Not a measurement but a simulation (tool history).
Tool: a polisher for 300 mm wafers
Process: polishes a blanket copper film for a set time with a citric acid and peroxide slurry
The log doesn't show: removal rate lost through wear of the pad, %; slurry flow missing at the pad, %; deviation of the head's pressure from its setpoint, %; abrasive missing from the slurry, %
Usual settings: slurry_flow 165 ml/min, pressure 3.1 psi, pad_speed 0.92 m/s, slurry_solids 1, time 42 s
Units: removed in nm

run   hour  slurry_flow  pressure  pad_speed  slurry_solids  time  wafers since the last listed run  wafers polished on this pad  hours since the slurry nozzle was cleaned  hours since the head pressure was calibrated  hours since the slurry blender was calibrated  incoming thickness of the incoming film, nm  removed
  1      0          165       3.1       0.92              1    42                                 0                          504                                      654.3                                         739.4                                           96.6                                        534.2      106
  2    6.8          165       3.1       0.92              1    42                                69                          574                                      661.1                                         746.2                                          103.4                                        547.2      105
      11.1  -- worn pad replaced by a new one
  3   20.6          165       3.1       0.92              1    42                               100                           97                                      674.9                                           760                                          117.2                                        542.9      105
  4   37.1          165       3.1       0.92              1    42                               168                          265                                      691.4                                         776.5                                          133.7                                        541.9    104.8
  5   46.5          165       3.1       1.16              1    42                                96                          361                                      700.8                                         785.9                                          143.1                                        538.9    133.6
  6   61.9          165       3.1       1.16              1    42                               157                          519                                      716.2                                         801.3                                          158.5                                          546    131.8
      72.6  -- worn pad replaced by a new one
  7   78.6          165       3.1       1.16              1    42                               129                           60                                      732.9                                           818                                          175.2                                        532.5    130.2
  8   93.4          165       3.1       0.92              1    42                               151                          212                                      747.7                                         832.8                                            190                                          532    104.5
  9  101.9          165       3.1       0.92              1    42                                86                          298                                      756.2                                         841.3                                          198.5                                          543      104
 10  115.9          165       3.1       0.92              1    42                               142                          441                                      770.2                                         855.3                                          212.5                                          539      105
 11  127.1          165       2.6       0.92              1    42                               114                          556                                      781.4                                         866.5                                          223.7                                        545.1     94.7
 12  140.4          165       2.6       0.92              1    42                               135                          692                                      794.7                                         879.8                                            237                                        537.2     95.4
     148.8  -- worn pad replaced by a new one
 13  155.5          165       3.1       0.92              1    42                               113                           68                                      809.8                                         894.9                                          252.1                                        539.9    104.3
 14  173.2          165       3.5       0.66              1    47                               180                          249                                      827.5                                         912.6                                          269.8                                        545.2     90.7
     178.5  -- slurry nozzle cleaned
 15  184.2          165       3.1        1.2              1    55                               102                          351                                        5.7                                         923.6                                          280.8                                          539    176.6
 16  190.4          105       3.1       0.92           0.85    34                                63                          415                                       11.9                                         929.8                                            287                                        544.3     73.7
       196  -- head pressure recalibrated
     201.8  -- slurry blender recalibrated
 17  202.8          165       3.5       1.06            1.2    34                                85                          500                                       24.3                                           6.8                                              1                                        536.8    110.4
     216.4  -- worn pad replaced by a new one
 18  242.6          165         4       1.16              1    42                               365                          267                                       64.1                                          46.6                                           40.8                                          534      154
 19  257.4          165       4.2       0.92            1.1    42                               151                          418                                       78.9                                          61.4                                           55.6                                        539.1    128.9
 20  270.8          165       3.1       0.62              1    42                               136                          555                                       92.3                                          74.8                                             69                                        537.7     71.9
 21    277          130       2.8       0.92           0.75    29                                63                          618                                       98.5                                            81                                           75.2                                        538.9     61.1
     286.8  -- worn pad replaced by a new one
 22  288.9          130       3.1       0.92              1    42                                80                           21                                      110.4                                          92.9                                           87.1                                        547.3     99.6
 23  300.1          165       3.1       0.92              1    42                               114                          136                                      121.6                                         104.1                                           98.3                                        538.5    106.1
 24  313.8          145       3.1        0.8            1.3    42                               139                          276                                      135.3                                         117.8                                            112                                        534.1       95
 25  327.8          125       3.1       0.92           0.85    42                               142                          419                                      149.3                                         131.8                                            126                                        534.7     97.5
 26    337          165       3.1       0.92              1    42                                93                          512                                      158.5                                           141                                          135.2                                        530.9    104.7
 27  344.7          220       2.1       1.08           0.75    42                                78                          591                                      166.2                                         148.7                                          142.9                                        544.1     97.1

Forecast each of these 5 alternatives for the next run:
  A  345.1          165       3.1       0.92              1    42                                 4                          595                                      166.6                                         149.1                                          143.3                                        540.3        ?
  B  345.1          120         2        0.7              1    31                                 4                          595                                      166.6                                         149.1                                          143.3                                        540.3        ?
  C  345.1          145       3.1       0.92              1    42                                 4                          595                                      166.6                                         149.1                                          143.3                                        540.3        ?
  D  345.1          165       3.1       0.74            1.1    42                                 4                          595                                      166.6                                         149.1                                          143.3                                        540.3        ?
  E  345.1          200       3.1       0.92            1.2    27                                 4                          595                                      166.6                                         149.1                                          143.3                                        540.3        ?

run  removed
  A    104.3
  B     43.8
  C    101.8
  D       86
  E     71.7
Without the tool's hidden state the same runs would have given:
run  removed
  A    104.3
  B     43.8
  C    101.8
  D       86
  E     71.7

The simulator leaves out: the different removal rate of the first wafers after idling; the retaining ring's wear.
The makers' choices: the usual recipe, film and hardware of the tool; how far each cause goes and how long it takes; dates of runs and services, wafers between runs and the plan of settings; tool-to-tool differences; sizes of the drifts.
